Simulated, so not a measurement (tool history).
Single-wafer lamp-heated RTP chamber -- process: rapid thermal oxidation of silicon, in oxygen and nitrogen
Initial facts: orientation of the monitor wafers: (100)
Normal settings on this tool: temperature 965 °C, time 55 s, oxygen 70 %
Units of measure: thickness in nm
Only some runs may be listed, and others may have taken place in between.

| run | hour | temperature | time | oxygen | wafers since the last listed run | wafers since the last pyrometer calibration | hours since the oxygen flow controller was replaced | hours since the gauge calibration | read-back reference wafer on the same gauge, thickness | thickness |
|---|---|---|---|---|---|---|---|---|---|---|
| 1 | 0.0 | 965 | 47 | 58 | 0 | 3104 | 1902.8 | 520.6 | 4.536 | 3.842 |
| 2 | 28.1 | 965 | 47 | 58 | 222 | 3326 | 1930.9 | 548.7 | 4.538 | 3.841 |
| 3 | 45.1 | 965 | 47 | 58 | 134 | 3461 | 1947.9 | 565.7 | 4.538 | 3.836 |
| 4 | 69.8 | 965 | 55 | 70 | 195 | 3656 | 1972.6 | 590.4 | 4.540 | 4.331 |
| 5 | 89.8 | 965 | 55 | 70 | 158 | 3814 | 1992.6 | 610.4 | 4.554 | 4.319 |
| 6 | 132.4 | 965 | 55 | 70 | 336 | 4151 | 2035.2 | 653.0 | 4.538 | 4.296 |
| 7 | 152.5 | 965 | 43 | 70 | 158 | 4310 | 2055.3 | 673.1 | 4.543 | 3.937 |
| 8 | 176.3 | 965 | 43 | 70 | 188 | 4498 | 2079.1 | 696.9 | 4.528 | 3.928 |
| 9 | 206.4 | 965 | 55 | 70 | 237 | 4736 | 2109.2 | 727.0 | 4.537 | 4.343 |
| 10 | 221.0 | 965 | 55 | 70 | 115 | 4852 | 2123.8 | 741.6 | 4.545 | 4.338 |
| 11 | 238.8 | 965 | 55 | 70 | 140 | 4992 | 2141.6 | 759.4 | 4.545 | 4.351 |
| 12 | 264.0 | 965 | 55 | 70 | 199 | 5191 | 2166.8 | 784.6 | 4.542 | 4.372 |
| 13 | 286.4 | 965 | 55 | 70 | 177 | 5369 | 2189.2 | 807.0 | 4.539 | 4.347 |
| 14 | 321.4 | 965 | 55 | 70 | 276 | 5645 | 2224.2 | 842.0 | 4.552 | 4.369 |
|  | 324.8 | gauge calibrated |
|  | 343.1 | pyrometer window cleaned and pyrometer calibrated |
| 15 | 343.6 | 965 | 55 | 70 | 112 | 4 | 2246.4 | 18.8 | 4.536 | 4.250 |
| 16 | 423.2 | 965 | 55 | 70 | 629 | 633 | 2326.0 | 98.4 | 4.549 | 4.277 |
| 17 | 441.2 | 957 | 78 | 52 | 142 | 775 | 2344.0 | 116.4 | 4.533 | 4.248 |
| 18 | 473.8 | 965 | 34 | 78 | 257 | 1033 | 2376.6 | 149.0 | 4.546 | 3.670 |
| 19 | 490.1 | 974 | 41 | 81 | 128 | 1162 | 2392.9 | 165.3 | 4.552 | 4.261 |
| 20 | 519.6 | 965 | 82 | 70 | 233 | 1395 | 2422.4 | 194.8 | 4.541 | 5.020 |
|  | 550.5 | oxygen flow controller replaced |
| 21 | 551.0 | 954 | 55 | 90 | 184 | 1580 | 0.5 | 226.2 | 4.535 | 4.311 |
| 22 | 557.1 | 965 | 46 | 70 | 48 | 1628 | 6.6 | 232.3 | 4.532 | 3.982 |
| 23 | 576.4 | 965 | 43 | 70 | 152 | 1781 | 25.9 | 251.6 | 4.544 | 3.912 |
| 24 | 609.6 | 982 | 32 | 70 | 262 | 2043 | 59.1 | 284.8 | 4.532 | 3.912 |
| 25 | 641.7 | 936 | 29 | 43 | 253 | 2297 | 91.2 | 316.9 | 4.546 | 2.731 |
| 26 | 655.2 | 951 | 29 | 62 | 106 | 2404 | 104.7 | 330.4 | 4.532 | 3.070 |
| 27 | 675.4 | 977 | 79 | 88 | 159 | 2564 | 124.9 | 350.6 | 4.542 | 5.885 |
| 28 | 689.8 | 965 | 55 | 70 | 113 | 2678 | 139.3 | 365.0 | 4.547 | 4.313 |
| 29 | 706.3 | 990 | 55 | 96 | 130 | 2808 | 155.8 | 381.5 | 4.542 | 5.707 |
| 30 | 724.1 | 965 | 55 | 70 | 140 | 2949 | 173.6 | 399.3 | 4.536 | 4.368 |
| 31 | 738.9 | 936 | 43 | 95 | 117 | 3066 | 188.4 | 414.1 | 4.543 | 3.567 |
| 32 | 760.7 | 979 | 55 | 70 | 172 | 3238 | 210.2 | 435.9 | 4.539 | 4.758 |

Below, each run's measurement less what the same run would have read without the hidden state. Both values contain the same run-to-run variation, but the gauge's scatter may not be the same in both:
The hidden state here: true wafer temperature minus pyrometer reading, K; deviation of the oxygen flow from its setpoint, %; gauge reads high (%).
| run | thickness |
|---|---|
| 1 | +0.055 |
| 2 | +0.059 |
| 3 | +0.061 |
| 4 | +0.080 |
| 5 | +0.082 |
| 6 | +0.089 |
| 7 | +0.080 |
| 8 | +0.083 |
| 9 | +0.102 |
| 10 | +0.104 |
| 11 | +0.107 |
| 12 | +0.112 |
| 13 | +0.115 |
| 14 | +0.122 |
| 15 | +0.021 |
| 16 | +0.035 |
| 17 | +0.036 |
| 18 | +0.033 |
| 19 | +0.045 |
| 20 | +0.063 |
| 21 | +0.057 |
| 22 | +0.050 |
| 23 | +0.051 |
| 24 | +0.055 |
| 25 | +0.022 |
| 26 | +0.037 |
| 27 | +0.114 |
| 28 | +0.078 |
| 29 | +0.115 |
| 30 | +0.085 |
| 31 | +0.063 |
| 32 | +0.102 |
